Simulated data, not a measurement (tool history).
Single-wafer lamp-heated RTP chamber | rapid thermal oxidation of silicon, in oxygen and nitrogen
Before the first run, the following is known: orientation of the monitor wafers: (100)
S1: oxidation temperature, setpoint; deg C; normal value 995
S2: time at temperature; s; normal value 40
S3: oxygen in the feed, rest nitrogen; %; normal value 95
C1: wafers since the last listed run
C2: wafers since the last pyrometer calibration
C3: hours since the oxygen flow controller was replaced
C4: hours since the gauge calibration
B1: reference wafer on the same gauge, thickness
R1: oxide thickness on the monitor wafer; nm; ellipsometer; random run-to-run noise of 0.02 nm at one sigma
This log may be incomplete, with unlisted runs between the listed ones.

Run 1, hour 0: usual settings but S2 27 s; C1 0; C2 2221; C3 5408.8; C4 844; B1 4.434. Result: R1 4.196 nm.
Run 2, hour 45.3: usual settings; C1 460; C2 2681; C3 5454.1; C4 889.3; B1 4.443. Result: R1 4.925 nm.
Run 3, hour 70.2: usual settings; C1 252; C2 2934; C3 5479; C4 914.2; B1 4.44. Result: R1 5.013 nm.
At hour 143.1: pyrometer window cleaned and pyrometer calibrated.
Run 4, hour 248.1: usual settings; C1 1726; C2 1066; C3 5656.9; C4 1092.1; B1 4.439. Result: R1 4.894 nm.
Run 5, hour 282.9: usual settings; C1 353; C2 1420; C3 5691.7; C4 1126.9; B1 4.438. Result: R1 4.936 nm.
Run 6, hour 324.5: usual settings; C1 422; C2 1843; C3 5733.3; C4 1168.5; B1 4.446. Result: R1 4.959 nm.
Run 7, hour 374.3: usual settings; C1 505; C2 2349; C3 5783.1; C4 1218.3; B1 4.443. Result: R1 4.972 nm.
Run 8, hour 403.8: usual settings; C1 299; C2 2648; C3 5812.6; C4 1247.8; B1 4.448. Result: R1 4.966 nm.
Run 9, hour 441.8: usual settings but S1 1018 deg C; C1 386; C2 3034; C3 5850.6; C4 1285.8; B1 4.445. Result: R1 5.9 nm.
Run 10, hour 491.6: usual settings but S1 1018 deg C; C1 505; C2 3540; C3 5900.4; C4 1335.6; B1 4.441. Result: R1 5.907 nm.
At hour 533.7: pyrometer window cleaned and pyrometer calibrated.
Run 11, hour 555.3: usual settings but S1 1018 deg C; C1 565; C2 219; C3 5964.1; C4 1399.3; B1 4.441. Result: R1 5.699 nm.
Run 12, hour 613.8: usual settings but S3 74 %; C1 594; C2 813; C3 6022.6; C4 1457.8; B1 4.441. Result: R1 4.484 nm.
Run 13, hour 687.4: usual settings but S3 74 %; C1 747; C2 1561; C3 6096.2; C4 1531.4; B1 4.442. Result: R1 4.507 nm.
Run 14, hour 792.4: usual settings; C1 1066; C2 2628; C3 6201.2; C4 1636.4; B1 4.438. Result: R1 4.975 nm.
Run 15, hour 847.6: usual settings; C1 560; C2 3189; C3 6256.4; C4 1691.6; B1 4.433. Result: R1 4.982 nm.
At hour 889.8: pyrometer window cleaned and pyrometer calibrated.
Run 16, hour 913.1: usual settings; C1 584; C2 236; C3 6321.9; C4 1757.1; B1 4.441. Result: R1 4.84 nm.
At hour 955.8: oxygen flow controller replaced.
Run 17, hour 982: usual settings; C1 618; C2 855; C3 26.2; C4 1826; B1 4.444. Result: R1 4.89 nm.
Run 18, hour 1026.5: usual settings; C1 452; C2 1307; C3 70.7; C4 1870.5; B1 4.437. Result: R1 4.852 nm.
Run 19, hour 1067: usual settings; C1 411; C2 1718; C3 111.2; C4 1911; B1 4.443. Result: R1 4.886 nm.
Run 20, hour 1135.6: usual settings; C1 697; C2 2415; C3 179.8; C4 1979.6; B1 4.431. Result: R1 4.959 nm.
Run 21, hour 1175.7: usual settings but S1 1016 deg C, S2 22 s; C1 407; C2 2823; C3 219.9; C4 2019.7; B1 4.447. Result: R1 4.52 nm.
Run 22, hour 1246.4: usual settings but S1 1024 deg C; C1 718; C2 3541; C3 290.6; C4 2090.4; B1 4.437. Result: R1 6.1 nm.
Run 23, hour 1283.9: usual settings; C1 381; C2 3922; C3 328.1; C4 2127.9; B1 4.444. Result: R1 5.012 nm.
At hour 1288.3: gauge calibrated.
Run 24, hour 1319.1: usual settings but S1 1003 deg C, S2 51 s, S3 82 %; C1 357; C2 4280; C3 363.3; C4 30.8; B1 4.442. Result: R1 5.628 nm.
At hour 1337: pyrometer window cleaned and pyrometer calibrated.
Run 25, hour 1348.9: usual settings but S2 58 s; C1 221; C2 121; C3 393.1; C4 60.6; B1 4.441. Result: R1 5.667 nm.
Run 26, hour 1406.3: usual settings but S1 983 deg C, S3 98 %; C1 583; C2 704; C3 450.5; C4 118; B1 4.438. Result: R1 4.49 nm.
Run 27, hour 1467.8: usual settings but S1 966 deg C, S3 84 %; C1 624; C2 1329; C3 512; C4 179.5; B1 4.443. Result: R1 3.855 nm.
Run 28, hour 1497.1: usual settings but S3 83 %; C1 297; C2 1626; C3 541.3; C4 208.8; B1 4.442. Result: R1 4.701 nm.
Run 29, hour 1551.5: usual settings but S1 966 deg C, S2 26 s; C1 552; C2 2179; C3 595.7; C4 263.2; B1 4.444. Result: R1 3.414 nm.
Run 30, hour 1608.6: usual settings but S2 34 s, S3 98 %; C1 580; C2 2759; C3 652.8; C4 320.3; B1 4.44. Result: R1 4.663 nm.
Run 31, hour 1646.8: usual settings but S2 54 s, S3 69 %; C1 388; C2 3147; C3 691; C4 358.5; B1 4.443. Result: R1 5.077 nm.
At hour 1707.7: pyrometer window cleaned and pyrometer calibrated.
Run 32, hour 1708.2: usual settings; C1 542; C2 5; C3 752.4; C4 419.9; B1 4.435. Result: R1 4.834 nm.
Run 33, hour 1775.4: usual settings but S3 98 %; C1 682; C2 687; C3 819.6; C4 487.1; B1 4.441. Result: R1 4.897 nm.
Run 34, hour 1815.2: usual settings but S1 974 deg C; C1 404; C2 1092; C3 859.4; C4 526.9; B1 4.444. Result: R1 4.202 nm.
Run 35, hour 1880.9: usual settings but S1 1021 deg C, S2 24 s, S3 98 %; C1 667; C2 1759; C3 925.1; C4 592.6; B1 4.439. Result: R1 4.81 nm.
Run 36, hour 1919.2: usual settings; C1 389; C2 2148; C3 963.4; C4 630.9; B1 4.437. Result: R1 4.888 nm.
Run 37, hour 1976.1: usual settings; C1 578; C2 2727; C3 1020.3; C4 687.8; B1 4.439. Result: R1 4.931 nm.
Run 38, hour 2027.8: usual settings but S1 982 deg C, S2 51 s, S3 78 %; C1 525; C2 3252; C3 1072; C4 739.5; B1 4.435. Result: R1 4.685 nm.

Here are 4 independent what-if runs from the current tool condition. What would each one return?
Run A, hour 2028.2: usual settings; C1 4; C2 3256; C3 1072.4; C4 739.9; B1 ?. Result: R1 ?.
Run B, hour 2028.2: usual settings but S3 84 %; C1 4; C2 3256; C3 1072.4; C4 739.9; B1 ?. Result: R1 ?.
Run C, hour 2028.2: usual settings but S2 27 s, S3 98 %; C1 4; C2 3256; C3 1072.4; C4 739.9; B1 ?. Result: R1 ?.
Run D, hour 2028.2: usual settings but S1 1003 deg C, S3 79 %; C1 4; C2 3256; C3 1072.4; C4 739.9; B1 ?. Result: R1 ?.

run     B1     R1
  A  4.438   4.95
  B  4.438   4.75
  C  4.438  4.256
  D  4.438  4.922
What these runs would have given with no unlogged condition in the tool:
run     R1
  A  4.793
  B  4.601
  C  4.127
  D  4.768
